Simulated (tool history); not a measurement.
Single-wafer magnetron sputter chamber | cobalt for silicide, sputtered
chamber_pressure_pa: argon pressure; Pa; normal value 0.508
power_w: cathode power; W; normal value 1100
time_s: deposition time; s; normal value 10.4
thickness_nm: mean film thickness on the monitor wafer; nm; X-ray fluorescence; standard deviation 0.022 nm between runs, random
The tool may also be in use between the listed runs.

run,hour,chamber_pressure_pa,power_w,time_s,"read-back reference wafer on the same gauge, thickness_nm",thickness_nm
1,0,0.508,1100,10.4,4.359,5.219
2,54.6,0.508,1100,10.4,4.371,5.174
3,120.3,0.508,1100,10.4,4.356,5.121
# hour 156.4: sputter target and shields replaced
4,187.7,0.391,1100,10.4,4.357,5.39
5,256.6,0.391,1100,10.4,4.364,5.328
6,286,0.391,1100,10.4,4.361,5.306
7,341.5,0.508,1100,9.8,4.363,4.804
8,383,0.508,1100,9.8,4.362,4.804
9,412.6,0.612,1100,9.9,4.365,4.693
# hour 432.8: sputter target and shields replaced
10,437.6,0.612,1100,9.9,4.351,4.925
11,461.9,0.508,1100,10.4,4.352,5.225
12,532.8,0.508,1100,10.4,4.363,5.168
13,605.3,0.508,1100,10.4,4.356,5.12
# hour 671.8: sputter target and shields replaced
14,674.2,0.508,1100,10.4,4.359,5.341
15,730.3,0.414,900,11.7,4.372,5.015
# hour 739.7: gauge calibrated
16,756.3,0.448,1100,9.7,4.357,4.918
17,802.5,0.508,850,8.7,4.361,3.422
# hour 817.4: capacitance manometer re-zeroed and calibrated
# hour 825.5: magnet pack replaced
18,844.5,0.508,1350,10.4,4.362,6.219
19,902.5,0.508,1100,10.4,4.356,5.126
20,951.1,0.583,900,11.2,4.365,4.516
# hour 973.1: sputter target and shields replaced
21,991.3,0.508,1100,10.4,4.367,5.266
22,1054.6,0.508,1100,11.4,4.36,5.655
23,1085.6,0.357,850,10.4,4.365,4.275
24,1111.2,0.702,1100,10.4,4.361,4.85
25,1180.7,0.508,1000,11.7,4.362,5.237
# hour 1233.7: sputter target and shields replaced
26,1247.8,0.566,850,9.8,4.362,3.871
27,1279.1,0.508,1100,10.4,4.358,5.227
28,1321.5,0.508,1050,10.4,4.371,4.977

Selected run-to-run steps in thickness_nm, each split into two signed amounts: the part the tool would show with no hidden state at all (from settings, incoming material and random variation), and the remainder, which goes to the hidden state together with any gauge scatter not common to the measured and the hidden-state-free results:
The hidden state here: deposition rate above that of a new target (%); true argon pressure above the setpoint (%); gauge reads high (%).
Run 9 -> 10: sputter target and shields replaced. thickness_nm +0.232 nm: hidden state +0.223, all else +0.009.
Run 16 -> 17: chamber_pressure_pa 0.448 -> 0.508, power_w 1100 -> 850, time_s 9.7 -> 8.7. thickness_nm -1.496 nm: hidden state +0.019, all else -1.515.
Run 17 -> 18: power_w 850 -> 1350, time_s 8.7 -> 10.4, capacitance manometer re-zeroed and calibrated, magnet pack replaced. thickness_nm +2.797 nm: hidden state -0.128, all else +2.925.
Run 25 -> 26: chamber_pressure_pa 0.508 -> 0.566, power_w 1000 -> 850, time_s 11.7 -> 9.8, sputter target and shields replaced. thickness_nm -1.366 nm: hidden state +0.197, all else -1.563.
